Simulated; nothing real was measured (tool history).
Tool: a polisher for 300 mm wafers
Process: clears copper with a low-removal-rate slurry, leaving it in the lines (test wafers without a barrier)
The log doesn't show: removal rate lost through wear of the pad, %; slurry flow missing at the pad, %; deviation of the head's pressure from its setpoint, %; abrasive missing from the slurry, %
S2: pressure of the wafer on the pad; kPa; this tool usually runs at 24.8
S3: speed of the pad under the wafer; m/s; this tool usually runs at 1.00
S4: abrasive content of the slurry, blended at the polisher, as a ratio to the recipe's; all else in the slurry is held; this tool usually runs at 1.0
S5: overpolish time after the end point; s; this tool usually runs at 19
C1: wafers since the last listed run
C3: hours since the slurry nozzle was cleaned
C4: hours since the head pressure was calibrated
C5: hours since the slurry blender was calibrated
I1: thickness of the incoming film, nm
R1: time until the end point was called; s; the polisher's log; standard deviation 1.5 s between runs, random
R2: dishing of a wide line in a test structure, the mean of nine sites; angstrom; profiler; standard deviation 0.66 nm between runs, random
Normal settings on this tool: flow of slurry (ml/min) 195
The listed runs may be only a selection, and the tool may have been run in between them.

run 1 hour=0.0 | flow_of_slurry_(ml/min)=195 S2=24.8 S3=1.00 S4=1.0 S5=19 | C1=0 wafers_polished_on_this_pad=354 C3=265.7 C4=109.1 C5=415.5 | I1=373.0 | R1=91.1 R2=569
-- hour=1.2 slurry blender recalibrated
run 2 hour=65.7 | flow_of_slurry_(ml/min)=195 S2=24.8 S3=1.00 S4=1.0 S5=19 | C1=546 wafers_polished_on_this_pad=900 C3=331.4 C4=174.8 C5=64.5 | I1=361.8 | R1=90.1 R2=563
run 3 hour=103.7 | flow_of_slurry_(ml/min)=195 S2=24.8 S3=1.00 S4=1.0 S5=19 | C1=321 wafers_polished_on_this_pad=1222 C3=369.4 C4=212.8 C5=102.5 | I1=366.6 | R1=96.2 R2=566
-- hour=140.8 worn pad replaced by a new one
run 4 hour=157.9 | flow_of_slurry_(ml/min)=195 S2=24.8 S3=1.00 S4=1.0 S5=19 | C1=425 wafers_polished_on_this_pad=144 C3=423.6 C4=267.0 C5=156.7 | I1=375.9 | R1=95.2 R2=556
run 5 hour=199.0 | flow_of_slurry_(ml/min)=195 S2=24.8 S3=1.00 S4=1.0 S5=19 | C1=348 wafers_polished_on_this_pad=493 C3=464.7 C4=308.1 C5=197.8 | I1=368.8 | R1=93.8 R2=560
run 6 hour=269.3 | flow_of_slurry_(ml/min)=195 S2=24.8 S3=1.00 S4=0.9 S5=19 | C1=595 wafers_polished_on_this_pad=1088 C3=535.0 C4=378.4 C5=268.1 | I1=363.8 | R1=94.5 R2=538
-- hour=319.8 worn pad replaced by a new one
run 7 hour=323.4 | flow_of_slurry_(ml/min)=195 S2=24.8 S3=1.00 S4=0.9 S5=19 | C1=424 wafers_polished_on_this_pad=30 C3=589.1 C4=432.5 C5=322.2 | I1=365.0 | R1=94.3 R2=557
-- hour=325.6 slurry blender recalibrated
run 8 hour=388.1 | flow_of_slurry_(ml/min)=195 S2=24.8 S3=1.00 S4=0.9 S5=23 | C1=531 wafers_polished_on_this_pad=561 C3=653.8 C4=497.2 C5=62.5 | I1=366.5 | R1=92.6 R2=638
-- hour=447.3 head pressure recalibrated
-- hour=447.5 slurry nozzle cleaned
run 9 hour=456.9 | flow_of_slurry_(ml/min)=195 S2=24.8 S3=1.18 S4=1.0 S5=19 | C1=564 wafers_polished_on_this_pad=1126 C3=9.4 C4=9.6 C5=131.3 | I1=368.5 | R1=79.1 R2=660

Predict the results of run 10:
-- hour=499.9 worn pad replaced by a new one
run 10 hour=519.9 | flow_of_slurry_(ml/min)=255 S2=31.0 S3=0.90 S4=1.0 S5=23 | C1=499 wafers_polished_on_this_pad=169 C3=72.4 C4=72.6 C5=194.3 | I1=365.8 | R1=? R2=?

{"run 10": {"R1": 78.9, "R2": 772}}
On a tool with no hidden condition, and with the same random variation, this run would have come out at R1 78.0 s, R2 779 angstrom.

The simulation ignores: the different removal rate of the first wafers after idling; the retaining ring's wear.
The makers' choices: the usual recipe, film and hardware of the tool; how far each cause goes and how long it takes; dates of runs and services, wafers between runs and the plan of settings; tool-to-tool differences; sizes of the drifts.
